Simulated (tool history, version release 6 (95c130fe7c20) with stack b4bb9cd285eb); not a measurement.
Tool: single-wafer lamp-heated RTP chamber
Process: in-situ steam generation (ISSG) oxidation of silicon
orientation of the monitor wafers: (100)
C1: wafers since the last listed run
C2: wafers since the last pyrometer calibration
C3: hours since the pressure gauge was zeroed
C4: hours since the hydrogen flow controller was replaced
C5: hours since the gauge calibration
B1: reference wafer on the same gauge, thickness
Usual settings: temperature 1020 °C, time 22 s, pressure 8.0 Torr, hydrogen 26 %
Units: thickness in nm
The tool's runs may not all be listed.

{"run": 1, "day": 0.0, "temperature": 1020, "time": 22, "pressure": 8.0, "hydrogen": 26, "C1": 0, "C2": 1618, "C3": 3510.5, "C4": 2478.7, "C5": 703.5, "B1": 5.339, "thickness": 6.727}
{"run": 2, "day": 3.942, "temperature": 1020, "time": 22, "pressure": 8.0, "hydrogen": 26, "C1": 1066, "C2": 2684, "C3": 3605.1, "C4": 2573.3, "C5": 798.1, "B1": 5.342, "thickness": 6.728}
{"run": 3, "day": 7.404, "temperature": 1020, "time": 22, "pressure": 8.0, "hydrogen": 26, "C1": 936, "C2": 3620, "C3": 3688.2, "C4": 2656.4, "C5": 881.2, "B1": 5.34, "thickness": 6.758}
{"run": 4, "day": 9.292, "temperature": 1020, "time": 22, "pressure": 8.0, "hydrogen": 26, "C1": 510, "C2": 4131, "C3": 3733.5, "C4": 2701.7, "C5": 926.5, "B1": 5.342, "thickness": 6.789}
{"run": 5, "day": 11.842, "temperature": 1020, "time": 22, "pressure": 8.0, "hydrogen": 26, "C1": 689, "C2": 4821, "C3": 3794.7, "C4": 2762.9, "C5": 987.7, "B1": 5.339, "thickness": 6.79}
{"day": 13.825, "done": "pyrometer window cleaned and pyrometer calibrated"}
{"run": 6, "day": 14.654, "temperature": 1020, "time": 22, "pressure": 8.0, "hydrogen": 29, "C1": 670, "C2": 224, "C3": 3862.2, "C4": 2830.4, "C5": 1055.2, "B1": 5.341, "thickness": 6.889}
{"run": 7, "day": 16.188, "temperature": 1020, "time": 22, "pressure": 8.0, "hydrogen": 29, "C1": 414, "C2": 638, "C3": 3899.0, "C4": 2867.2, "C5": 1092.0, "B1": 5.34, "thickness": 6.915}
{"run": 8, "day": 17.808, "temperature": 1020, "time": 22, "pressure": 8.0, "hydrogen": 26, "C1": 438, "C2": 1077, "C3": 3937.9, "C4": 2906.1, "C5": 1130.9, "B1": 5.339, "thickness": 6.724}
{"run": 9, "day": 20.404, "temperature": 1015, "time": 22, "pressure": 7.2, "hydrogen": 26, "C1": 702, "C2": 1779, "C3": 4000.2, "C4": 2968.4, "C5": 1193.2, "B1": 5.34, "thickness": 6.596}
{"run": 10, "day": 22.883, "temperature": 1015, "time": 22, "pressure": 7.2, "hydrogen": 26, "C1": 670, "C2": 2449, "C3": 4059.7, "C4": 3027.9, "C5": 1252.7, "B1": 5.34, "thickness": 6.575}
{"run": 11, "day": 26.292, "temperature": 1015, "time": 22, "pressure": 7.2, "hydrogen": 26, "C1": 921, "C2": 3371, "C3": 4141.5, "C4": 3109.7, "C5": 1334.5, "B1": 5.341, "thickness": 6.611}
{"run": 12, "day": 27.904, "temperature": 1020, "time": 22, "pressure": 8.0, "hydrogen": 26, "C1": 436, "C2": 3807, "C3": 4180.2, "C4": 3148.4, "C5": 1373.2, "B1": 5.34, "thickness": 6.784}
{"day": 30.854, "done": "pressure gauge zeroed"}
{"run": 13, "day": 31.246, "temperature": 1020, "time": 22, "pressure": 8.0, "hydrogen": 26, "C1": 813, "C2": 4621, "C3": 9.4, "C4": 3228.6, "C5": 1453.4, "B1": 5.339, "thickness": 6.81}
{"day": 32.146, "done": "gauge calibrated"}
{"run": 14, "day": 34.417, "temperature": 1005, "time": 30, "pressure": 6.9, "hydrogen": 26, "C1": 857, "C2": 5479, "C3": 85.5, "C4": 3304.7, "C5": 54.5, "B1": 5.342, "thickness": 7.408}
{"run": 15, "day": 37.792, "temperature": 1026, "time": 30, "pressure": 7.2, "hydrogen": 30, "C1": 912, "C2": 6392, "C3": 166.5, "C4": 3385.7, "C5": 135.5, "B1": 5.34, "thickness": 8.64}
{"day": 39.075, "done": "pyrometer window cleaned and pyrometer calibrated"}
{"run": 16, "day": 40.354, "temperature": 1012, "time": 15, "pressure": 7.3, "hydrogen": 16, "C1": 602, "C2": 345, "C3": 228.0, "C4": 3447.2, "C5": 197.0, "B1": 5.34, "thickness": 4.808}
{"run": 17, "day": 44.071, "temperature": 1020, "time": 22, "pressure": 8.0, "hydrogen": 26, "C1": 1005, "C2": 1351, "C3": 317.2, "C4": 3536.4, "C5": 286.2, "B1": 5.34, "thickness": 6.734}
{"run": 18, "day": 47.446, "temperature": 1007, "time": 30, "pressure": 8.0, "hydrogen": 26, "C1": 912, "C2": 2264, "C3": 398.2, "C4": 3617.4, "C5": 367.2, "B1": 5.338, "thickness": 7.394}
{"run": 19, "day": 49.896, "temperature": 1035, "time": 17, "pressure": 8.0, "hydrogen": 17, "C1": 662, "C2": 2926, "C3": 457.0, "C4": 3676.2, "C5": 426.0, "B1": 5.342, "thickness": 5.778}
{"day": 51.65, "done": "hydrogen flow controller replaced"}
{"run": 20, "day": 53.171, "temperature": 1020, "time": 30, "pressure": 8.0, "hydrogen": 32, "C1": 795, "C2": 3722, "C3": 535.6, "C4": 36.5, "C5": 504.6, "B1": 5.341, "thickness": 8.259}
{"run": 21, "day": 57.654, "temperature": 1020, "time": 22, "pressure": 8.0, "hydrogen": 32, "C1": 1212, "C2": 4935, "C3": 643.2, "C4": 144.1, "C5": 612.2, "B1": 5.338, "thickness": 7.127}
{"day": 61.142, "done": "pyrometer window cleaned and pyrometer calibrated"}
{"run": 22, "day": 62.033, "temperature": 1020, "time": 22, "pressure": 8.0, "hydrogen": 26, "C1": 1094, "C2": 240, "C3": 748.3, "C4": 249.2, "C5": 717.3, "B1": 5.339, "thickness": 6.64}
{"run": 23, "day": 64.588, "temperature": 1020, "time": 18, "pressure": 8.8, "hydrogen": 26, "C1": 690, "C2": 931, "C3": 809.6, "C4": 310.5, "C5": 778.6, "B1": 5.34, "thickness": 5.985}
{"run": 24, "day": 67.333, "temperature": 1020, "time": 22, "pressure": 7.3, "hydrogen": 26, "C1": 742, "C2": 1674, "C3": 875.5, "C4": 376.4, "C5": 844.5, "B1": 5.341, "thickness": 6.661}
{"run": 25, "day": 70.467, "temperature": 1020, "time": 22, "pressure": 8.0, "hydrogen": 26, "C1": 847, "C2": 2522, "C3": 950.7, "C4": 451.6, "C5": 919.7, "B1": 5.338, "thickness": 6.676}
{"run": 26, "day": 74.846, "temperature": 1005, "time": 18, "pressure": 8.6, "hydrogen": 30, "C1": 1184, "C2": 3706, "C3": 1055.8, "C4": 556.7, "C5": 1024.8, "B1": 5.338, "thickness": 5.869}
{"run": 27, "day": 78.304, "temperature": 1020, "time": 22, "pressure": 7.4, "hydrogen": 26, "C1": 935, "C2": 4641, "C3": 1138.8, "C4": 639.7, "C5": 1107.8, "B1": 5.341, "thickness": 6.751}
{"run": 28, "day": 80.804, "temperature": 1002, "time": 22, "pressure": 8.8, "hydrogen": 26, "C1": 676, "C2": 5318, "C3": 1198.8, "C4": 699.7, "C5": 1167.8, "B1": 5.34, "thickness": 6.192}
{"day": 85.15, "done": "pyrometer window cleaned and pyrometer calibrated"}
{"run": 29, "day": 85.196, "temperature": 1020, "time": 24, "pressure": 8.0, "hydrogen": 26, "C1": 1097, "C2": 12, "C3": 1304.2, "C4": 805.1, "C5": 1273.2, "B1": 5.342, "thickness": 6.957}
{"run": 30, "day": 89.525, "temperature": 1000, "time": 13, "pressure": 7.1, "hydrogen": 26, "C1": 1170, "C2": 1183, "C3": 1408.1, "C4": 909.0, "C5": 1377.1, "B1": 5.339, "thickness": 4.839}
{"run": 31, "day": 93.979, "temperature": 1020, "time": 22, "pressure": 8.0, "hydrogen": 26, "C1": 1204, "C2": 2388, "C3": 1515.0, "C4": 1015.9, "C5": 1484.0, "B1": 5.341, "thickness": 6.686}
{"run": 32, "day": 97.796, "temperature": 1012, "time": 22, "pressure": 6.9, "hydrogen": 20, "C1": 1032, "C2": 3420, "C3": 1606.6, "C4": 1107.5, "C5": 1575.6, "B1": 5.341, "thickness": 6.035}

How the hidden state differs across the entries between the runs, from the last listed run before each to the first after it:
Between runs 5 and 6: pyrometer window cleaned and pyrometer calibrated (day 13.825)
  true wafer temperature minus pyrometer reading, K: 3.05 -> 0.642; deviation of the hydrogen flow from its setpoint, %: 5.78 -> 5.82
  measured less the result without the state, thickness: +0.167 -> +0.092 nm
Between runs 12 and 13: pressure gauge zeroed (day 30.854)
  true wafer temperature minus pyrometer reading, K: 2.32 -> 3.21; deviation of the hydrogen flow from its setpoint, %: 5.98 -> 6.01
  measured less the result without the state, thickness: +0.146 -> +0.175 nm
Between runs 13 and 14: gauge calibrated (day 32.146)
  true wafer temperature minus pyrometer reading, K: 3.21 -> 4.23; deviation of the hydrogen flow from its setpoint, %: 6.01 -> 6.05
  measured less the result without the state, thickness: +0.175 -> +0.226 nm
Between runs 15 and 16: pyrometer window cleaned and pyrometer calibrated (day 39.075)
  true wafer temperature minus pyrometer reading, K: 5.5 -> 0.623; deviation of the hydrogen flow from its setpoint, %: 6.08 -> 6.1
  measured less the result without the state, thickness: +0.339 -> +0.068 nm
Between runs 19 and 20: hydrogen flow controller replaced (day 51.650)
  true wafer temperature minus pyrometer reading, K: 1.6 -> 2.29; deviation of the hydrogen flow from its setpoint, %: 6.18 -> 0.127
  measured less the result without the state, thickness: +0.110 -> +0.098 nm
Between runs 21 and 22: pyrometer window cleaned and pyrometer calibrated (day 61.142)
  true wafer temperature minus pyrometer reading, K: 3.53 -> 0.151; deviation of the hydrogen flow from its setpoint, %: 0.596 -> 1.02
  measured less the result without the state, thickness: +0.127 -> +0.017 nm
Between runs 28 and 29: pyrometer window cleaned and pyrometer calibrated (day 85.150)
  true wafer temperature minus pyrometer reading, K: 3.42 -> 0.114; deviation of the hydrogen flow from its setpoint, %: 2.51 -> 2.79
  measured less the result without the state, thickness: +0.116 -> +0.039 nm

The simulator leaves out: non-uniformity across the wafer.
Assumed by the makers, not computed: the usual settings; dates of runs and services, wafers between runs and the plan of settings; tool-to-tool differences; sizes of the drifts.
